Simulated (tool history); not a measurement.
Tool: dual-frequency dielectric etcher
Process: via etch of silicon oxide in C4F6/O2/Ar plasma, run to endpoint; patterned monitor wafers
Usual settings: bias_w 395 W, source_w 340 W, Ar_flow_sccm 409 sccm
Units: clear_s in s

run   hour  bias_w  source_w  Ar_flow_sccm  wafers since the last listed run  hours since the last wet clean  hours since the last bias power generator calibration  hours since the last source power generator calibration  hours since the last Ar flow controller change  hours since the last upper electrode change  incoming incoming film thickness, nm  clear_s
  1      0     395       340           409                                 0                           315.2                                                 3530.1                                                     2959                                            5809                                       2516.9                                 117.9     28.9
  2   16.9     395       340           456                               207                           332.1                                                   3547                                                   2975.9                                          5825.9                                       2533.8                                 118.8     29.3
  3     36     395       340           409                               235                           351.2                                                 3566.1                                                     2995                                            5845                                       2552.9                                 117.2     28.5
  4   48.9     395       340           409                               158                           364.1                                                   3579                                                   3007.9                                          5857.9                                       2565.8                                 119.2     28.9
      73.5  -- bias power generator calibrated
  5   80.5     395       340           409                               339                           395.7                                                      7                                                   3039.5                                          5889.5                                       2597.4                                 119.5       29
     121.1  -- wet clean of the chamber
     130.6  -- Ar flow controller replaced
  6  187.9     395       340           409                               952                            66.8                                                  114.4                                                   3146.9                                            57.3                                       2704.8                                 118.7     29.7
     236.5  -- upper electrode replaced
  7    237     363       340           409                               308                           115.9                                                  163.5                                                     3196                                           106.4                                          0.5                                 118.2     30.7
  8  251.2     363       340           409                               174                           130.1                                                  177.7                                                   3210.2                                           120.6                                         14.7                                 118.5     30.5
  9  281.2     395       340           370                               369                           160.1                                                  207.7                                                   3240.2                                           150.6                                         44.7                                   119     28.9
     289.8  -- source power generator calibrated
 10  305.1     395       410           365                               244                             184                                                  231.6                                                     15.3                                           174.5                                         68.6                                 118.7     27.4
 11  322.4     356       390           409                               212                           201.3                                                  248.9                                                     32.6                                           191.8                                         85.9                                 119.3       30
 12  356.5     302       340           476                               419                           235.4                                                    283                                                     66.7                                           225.9                                          120                                 119.1     34.5
 13  394.7     395       340           409                               470                           273.6                                                  321.2                                                    104.9                                           264.1                                        158.2                                 118.2     28.8
 14    415     395       340           409                               249                           293.9                                                  341.5                                                    125.2                                           284.4                                        178.5                                 118.3     28.7
 15  436.1     462       340           360                               259                             315                                                  362.6                                                    146.3                                           305.5                                        199.6                                   118     25.9
 16  452.7     365       340           497                               204                           331.6                                                  379.2                                                    162.9                                           322.1                                        216.2                                 118.4     30.6
 17  482.4     395       340           409                               365                           361.3                                                  408.9                                                    192.6                                           351.8                                        245.9                                 119.8     29.1
     527.1  -- wet clean of the chamber
 18  527.6     395       370           409                               260                             0.5                                                  454.1                                                    237.8                                             397                                        291.1                                 119.5     29.5
 19  529.3     395       340           409                                20                             2.2                                                  455.8                                                    239.5                                           398.7                                        292.8                                 117.9     29.7
 20  559.8     395       420           311                               375                            32.7                                                  486.3                                                      270                                           429.2                                        323.3                                 116.6     26.8
 21  572.7     325       340           409                               158                            45.6                                                  499.2                                                    282.9                                           442.1                                        336.2                                 118.3       33
 22  588.1     320       340           409                               189                              61                                                  514.6                                                    298.3                                           457.5                                        351.6                                 117.4     32.8
 23  635.3     395       340           361                               580                           108.2                                                  561.8                                                    345.5                                           504.7                                        398.8                                 118.5       29
 24  661.3     450       290           409                               319                           134.2                                                  587.8                                                    371.5                                           530.7                                        424.8                                 117.8     28.2
 25  683.2     479       290           409                               269                           156.1                                                  609.7                                                    393.4                                           552.6                                        446.7                                 118.6     27.5
 26  702.7     395       340           409                               239                           175.6                                                  629.2                                                    412.9                                           572.1                                        466.2                                 116.3     28.4
 27  716.6     395       340           409                               171                           189.5                                                  643.1                                                    426.8                                             586                                        480.1                                 119.6     29.5
 28  746.2     449       340           461                               364                           219.1                                                  672.7                                                    456.4                                           615.6                                        509.7                                 118.2     27.5
 29  761.5     395       340           472                               188                           234.4                                                    688                                                    471.7                                           630.9                                          525                                   119     29.7

4 ways to go on from here, each from the tool as it stands after run 29. What would each give?
  A  761.9     333       340           409                                 4                           234.8                                                  688.4                                                    472.1                                           631.3                                        525.4                                 119.4        ?
  B  761.9     350       320           329                                 4                           234.8                                                  688.4                                                    472.1                                           631.3                                        525.4                                 119.4        ?
  C  761.9     395       420           409                                 4                           234.8                                                  688.4                                                    472.1                                           631.3                                        525.4                                 119.4        ?
  D  761.9     395       380           379                                 4                           234.8                                                  688.4                                                    472.1                                           631.3                                        525.4                                 119.4        ?

run  clear_s
  A       32
  B     30.7
  C     27.7
  D     28.1
Without the tool's hidden state the same runs would have given:
run  clear_s
  A     32.8
  B     31.5
  C     28.4
  D     28.8
